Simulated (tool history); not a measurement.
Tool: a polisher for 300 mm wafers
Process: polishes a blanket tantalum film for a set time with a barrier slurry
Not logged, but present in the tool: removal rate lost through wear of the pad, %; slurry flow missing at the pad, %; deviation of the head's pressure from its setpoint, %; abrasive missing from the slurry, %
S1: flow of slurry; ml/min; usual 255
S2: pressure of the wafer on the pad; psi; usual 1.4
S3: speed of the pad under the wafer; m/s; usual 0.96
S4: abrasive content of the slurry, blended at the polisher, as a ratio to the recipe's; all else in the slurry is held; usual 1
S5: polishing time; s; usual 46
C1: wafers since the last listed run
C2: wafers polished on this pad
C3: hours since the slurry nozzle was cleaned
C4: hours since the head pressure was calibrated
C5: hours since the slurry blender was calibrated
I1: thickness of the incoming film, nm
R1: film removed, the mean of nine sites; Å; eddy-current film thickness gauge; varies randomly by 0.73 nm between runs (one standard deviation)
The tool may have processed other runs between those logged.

run     day   S1   S2    S3    S4  S5   C1   C2     C3     C4     C5     I1   R1
  1       0  310  1.4  1.08     1  46    0  283    334  728.2  184.2  455.9  673
  2   0.992  310  1.4  1.08     1  46  156  439  357.8    752    208  454.9  660
  3   2.092  310  1.4  1.08     1  46  173  613  384.2  778.4  234.4  453.1  681
  4   2.683  255  1.6  0.96     1  46   93  707  398.4  792.6  248.6  453.1  658
  5   4.167  255  1.4  0.96     1  55  234  941    434  828.2  284.2  458.9  692
      5.396  -- worn pad replaced by a new one
  6   5.517  255  1.4  0.96     1  46  186   19  466.4  860.6  316.6  456.3  586
  7   6.308  255  1.4  0.96     1  46  125  144  485.4  879.6  335.6  464.4  591
          7  -- slurry blender recalibrated
  8   7.692  255  1.4  0.96     1  46  205  349  518.6  912.8   16.6  459.5  576
  9   8.479  255  1.4  0.96     1  46  124  473  537.5  931.7   35.5    462  585
 10   9.871  255  1.4  0.96     1  46  219  693  570.9  965.1   68.9  457.7  573
     10.083  -- head pressure recalibrated
 11  10.792  255  1.4  0.96     1  46  132  826    593     17     91  466.8  569
     11.825  -- worn pad replaced by a new one
 12  11.921  255  1.3  0.82   1.3  35  152   15  620.1   44.1  118.1  463.6  376
 13  12.529  255  1.5  0.96  0.75  34   96  111  634.7   58.7  132.7  454.4  396
 14  13.042  255  1.6   0.7  0.85  46   80  192    647     71    145  453.9  476
     14.696  -- slurry nozzle cleaned
 15  14.746  255  1.4  0.96     1  34  262  454    1.2  111.9  185.9  465.2  438
 16   15.85  330  1.2  0.86     1  42  174  629   27.7  138.4  212.4    460  466
 17    16.7  255  1.4  0.78     1  57  134  763   48.1  158.8  232.8  458.5  652
 18  17.796  255  1.4  0.96     1  46  173  936   74.4  185.1  259.1    457  601
     18.654  -- worn pad replaced by a new one
 19  18.812  330  1.2  0.86     1  42  134   24   98.8  209.5  283.5  456.3  448
 20  19.354  225  1.4  0.96   1.2  31   85  110  111.8  222.5  296.5  459.2  428

Alternative continuations, all from the tool just after run 20; predict every row:
  A  19.371  255  1.4  0.96   1  56   2  113  112.2  222.9  296.9  461.1   ?
  B  19.371  255  1.4  0.82   1  36   2  113  112.2  222.9  296.9  461.1   ?
  C  19.371  255  1.1  0.96   1  46   2  113  112.2  222.9  296.9  461.1   ?

run   R1
  A  755
  B  432
  C  503
What these runs would have given with no unlogged condition in the tool:
run   R1
  A  756
  B  432
  C  504
